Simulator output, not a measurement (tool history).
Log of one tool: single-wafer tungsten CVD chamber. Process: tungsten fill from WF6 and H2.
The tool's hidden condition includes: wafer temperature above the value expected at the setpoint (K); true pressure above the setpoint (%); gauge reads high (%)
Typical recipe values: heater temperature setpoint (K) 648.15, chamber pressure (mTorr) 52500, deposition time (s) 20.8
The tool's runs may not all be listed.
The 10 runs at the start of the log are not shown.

run,hour,heater temperature setpoint (K),chamber pressure (mTorr),deposition time (s),wafers since the last listed run,hours since the last thermocouple change,hours since the last manometer calibration,hours since the showerhead was replaced,hours since the gauge calibration,"read-back reference wafer on the same gauge, thickness_nm",mean film thickness on the monitor wafer (Å)
11,628.8,648.15,61200,20.8,1876,239.6,64.8,4660.5,1623.0,41.898,542.08
12,763.7,636.15,64600,20.8,4521,374.5,199.7,4795.4,1757.9,41.910,411.32
# hour 878.9: gauge calibrated
13,922.8,642.15,48900,24.6,5332,533.6,358.8,4954.5,43.9,41.911,511.06
# hour 981.7: showerhead replaced
14,982.2,639.15,52500,18.2,1722,593.0,418.2,0.5,103.3,41.865,362.02
15,1178.7,648.15,65200,20.8,6585,789.5,614.7,197.0,299.8,41.886,547.38
16,1245.4,648.15,60300,19.5,2235,856.2,681.4,263.7,366.5,41.929,501.68
17,1279.2,648.15,55800,22.5,1132,890.0,715.2,297.5,400.3,41.958,565.88
18,1321.6,636.15,52500,20.8,1420,932.4,757.6,339.9,442.7,41.936,381.57
19,1390.9,648.15,46000,20.8,2322,1001.7,826.9,409.2,512.0,41.916,492.51
20,1435.1,648.15,52500,20.8,1481,1045.9,871.1,453.4,556.2,41.902,513.78
21,1488.3,648.15,63500,23.8,1782,1099.1,924.3,506.6,609.4,41.868,623.27
22,1530.7,648.15,52500,17.9,1420,1141.5,966.7,549.0,651.8,41.912,441.61
23,1590.0,658.15,41500,24.3,1987,1200.8,1026.0,608.3,711.1,41.912,701.33
24,1631.8,648.15,52500,20.8,1400,1242.6,1067.8,650.1,752.9,41.866,510.34
25,1674.3,648.15,52500,17.5,1424,1285.1,1110.3,692.6,795.4,41.924,429.00
26,1750.1,643.15,60400,20.8,2540,1360.9,1186.1,768.4,871.2,41.930,473.83
27,1775.6,648.15,63900,20.8,854,1386.4,1211.6,793.9,896.7,41.889,544.22
28,1803.3,648.15,52500,20.8,928,1414.1,1239.3,821.6,924.4,41.866,514.33
29,1861.5,636.15,52500,20.8,1950,1472.3,1297.5,879.8,982.6,41.919,382.89
# hour 1965.6: thermocouple changed; heater temperature recalibrated
30,2013.7,638.15,52500,22.9,4832,48.1,1449.7,1032.0,1134.8,41.928,441.65
31,2042.3,658.15,52500,20.8,958,76.7,1478.3,1060.6,1163.4,41.926,645.07
32,2079.2,659.15,56500,24.0,1236,113.6,1515.2,1097.5,1200.3,41.846,777.46
33,2108.0,662.15,52500,20.8,965,142.4,1544.0,1126.3,1229.1,41.897,700.05

Below are 5 alternative next runs, each starting from the tool's condition after run 33. Predict each:
A,2108.4,648.15,52500,20.8,13,142.8,1544.4,1126.7,1229.5,?,?
B,2108.4,637.15,46200,24.8,13,142.8,1544.4,1126.7,1229.5,?,?
C,2108.4,648.15,52500,21.9,13,142.8,1544.4,1126.7,1229.5,?,?
D,2108.4,648.15,43700,18.1,13,142.8,1544.4,1126.7,1229.5,?,?
E,2108.4,655.15,42200,24.8,13,142.8,1544.4,1126.7,1229.5,?,?

run,"read-back reference wafer on the same gauge, thickness_nm",mean film thickness on the monitor wafer (Å)
A,41.946,510.33
B,41.946,447.90
C,41.946,537.44
D,41.946,419.18
E,41.946,669.60
With the hidden condition removed and each run's random variation left untouched, the same runs would have given:
run,mean film thickness on the monitor wafer (Å)
A,514.47
B,451.63
C,541.80
D,422.68
E,675.18
